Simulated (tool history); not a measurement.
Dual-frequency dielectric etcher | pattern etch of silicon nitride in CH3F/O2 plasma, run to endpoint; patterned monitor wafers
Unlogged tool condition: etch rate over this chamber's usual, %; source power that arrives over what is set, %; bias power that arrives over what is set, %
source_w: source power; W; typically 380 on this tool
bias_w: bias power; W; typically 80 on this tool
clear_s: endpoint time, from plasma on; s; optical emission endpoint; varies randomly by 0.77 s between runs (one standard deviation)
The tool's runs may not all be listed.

run    hour  source_w  bias_w  wafers since the last listed run  hours since the last wet clean  hours since the last source power generator calibration  hours since the last bias power generator calibration  hours since the last upper electrode change  incoming incoming film thickness, nm  clear_s
  1       0       380      86                                 0                           312.2                                                     3475                                                 1988.4                                       2077.9                                   101    100.5
  2      61       380      94                               438                           373.2                                                     3536                                                 2049.4                                       2138.9                                 101.3     98.8
  3   119.9       380      94                               423                           432.1                                                   3594.9                                                 2108.3                                       2197.8                                 100.8     98.9
  4   168.3       380      80                               347                           480.5                                                   3643.3                                                 2156.7                                       2246.2                                 101.1      101
  5   210.2       380      80                               301                           522.4                                                   3685.2                                                 2198.6                                       2288.1                                 101.1    100.6
      265.3  -- wet clean of the chamber
  6   277.9       380      80                               314                            12.6                                                   3752.9                                                 2266.3                                       2355.8                                 101.2    107.7
  7   313.7       380      80                               257                            48.4                                                   3788.7                                                 2302.1                                       2391.6                                 101.2      106
  8   363.9       380      80                               360                            98.6                                                   3838.9                                                 2352.3                                       2441.8                                 101.4    105.2
  9   399.9       380      80                               258                           134.6                                                   3874.9                                                 2388.3                                       2477.8                                 100.8    103.5
 10   434.1       380      80                               245                           168.8                                                   3909.1                                                 2422.5                                         2512                                 102.3    105.3
 11   470.6       360      80                               262                           205.3                                                   3945.6                                                   2459                                       2548.5                                 101.5      107
 12   533.5       380      95                               452                           268.2                                                   4008.5                                                 2521.9                                       2611.4                                 102.3    101.2
 13   573.6       380      66                               288                           308.3                                                   4048.6                                                   2562                                       2651.5                                 100.4    107.5
 14   637.5       440      75                               459                           372.2                                                   4112.5                                                 2625.9                                       2715.4                                 101.8     99.3
      677.4  -- bias power generator calibrated
 15   688.1       310      92                               335                           422.8                                                   4163.1                                                   10.7                                         2766                                 100.6    105.8
 16   748.1       310      92                               431                           482.8                                                   4223.1                                                   70.7                                         2826                                 101.4    105.5
        771  -- source power generator calibrated
      801.2  -- wet clean of the chamber
 17   801.7       380      72                               184                             0.5                                                     30.7                                                  124.3                                       2879.6                                 101.6    109.1
 18   807.6       420      70                                42                             6.4                                                     36.6                                                  130.2                                       2885.5                                 100.7      105
      887.1  -- upper electrode replaced
 19   887.6       320      74                               402                            86.4                                                    116.6                                                  210.2                                          0.5                                 102.2    114.1
 20   907.4       420      80                               142                           106.2                                                    136.4                                                    230                                         20.3                                 101.4    101.6
 21   965.5       410      97                               417                           164.3                                                    194.5                                                  288.1                                         78.4                                   102     99.4
 22  1013.4       300      64                               344                           212.2                                                    242.4                                                    336                                        126.3                                 101.4    117.4
 23  1055.1       380      80                               299                           253.9                                                    284.1                                                  377.7                                          168                                   102    103.1
 24  1103.6       300      61                               348                           302.4                                                    332.6                                                  426.2                                        216.5                                 101.6    117.3
 25  1130.6       380      80                               194                           329.4                                                    359.6                                                  453.2                                        243.5                                  99.3     99.8
 26    1193       380      80                               448                           391.8                                                      422                                                  515.6                                        305.9                                 100.7    102.3
     1259.1  -- wet clean of the chamber
 27  1259.6       380      80                               306                             0.5                                                    488.6                                                  582.2                                        372.5                                 100.7    105.4
 28  1294.1       320      66                               248                              35                                                    523.1                                                  616.7                                          407                                 101.9    116.5

Run 29 is up next; what results do you expect?
 29  1353.8       380      80                               429                            94.7                                                    582.8                                                  676.4                                        466.7                                 100.6        ?

Run 29 yielded clear_s 103.8 s.
If the tool had no hidden condition, the same run with the same run-to-run variation would have returned clear_s 105.2 s.
